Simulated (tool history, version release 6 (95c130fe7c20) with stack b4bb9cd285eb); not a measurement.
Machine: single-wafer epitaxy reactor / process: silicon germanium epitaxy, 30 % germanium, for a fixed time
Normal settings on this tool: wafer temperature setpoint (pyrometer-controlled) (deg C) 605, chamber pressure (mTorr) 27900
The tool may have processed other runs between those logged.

run   hour  wafer temperature setpoint (pyrometer-controlled) (deg C)  chamber pressure (mTorr)  read-back reference wafer on the same gauge, thickness_nm  mean film thickness on the monitor wafer (nm)
  1    0.0                                                        605                     27900                                                     69.062                                         70.302
  2   31.4                                                        605                     27900                                                     68.987                                         70.313
  3   59.3                                                        605                     26300                                                     69.077                                         69.186
  4   88.7                                                        605                     26300                                                     68.942                                         68.970
  5  106.7                                                        605                     27900                                                     69.089                                         70.523
  6  122.9                                                        605                     27900                                                     68.978                                         70.777
  7  154.0                                                        605                     27900                                                     68.953                                         70.493
  8  184.2                                                        605                     33200                                                     68.989                                         74.043
  9  212.0                                                        605                     33200                                                     68.927                                         73.975
 10  244.5                                                        605                     25900                                                     68.944                                         69.147
 11  262.7                                                        605                     25900                                                     68.991                                         68.924
 12  281.3                                                        593                     27900                                                     68.939                                         54.633
     294.3  -- showerhead replaced
 13  307.6                                                        605                     27900                                                     68.925                                         70.489
 14  330.6                                                        605                     25700                                                     69.061                                         69.019
 15  348.1                                                        605                     25700                                                     69.030                                         69.169
 16  360.5                                                        600                     31700                                                     69.013                                         65.938
 17  383.0                                                        605                     27900                                                     68.953                                         69.959
 18  407.6                                                        605                     32400                                                     69.011                                         73.735
 19  420.4                                                        597                     30200                                                     69.005                                         60.957

Run 20, settings as shown, results not yet in. Your forecast:
 20  441.8                                                        591                     21600                                                          ?                                              ?

Logged for run 20: read-back reference wafer on the same gauge, thickness_nm 68.955, mean film thickness on the monitor wafer (nm) 48.818.
On a tool with no hidden condition, and with the same random variation, this run would have come out at mean film thickness on the monitor wafer (nm) 48.818.

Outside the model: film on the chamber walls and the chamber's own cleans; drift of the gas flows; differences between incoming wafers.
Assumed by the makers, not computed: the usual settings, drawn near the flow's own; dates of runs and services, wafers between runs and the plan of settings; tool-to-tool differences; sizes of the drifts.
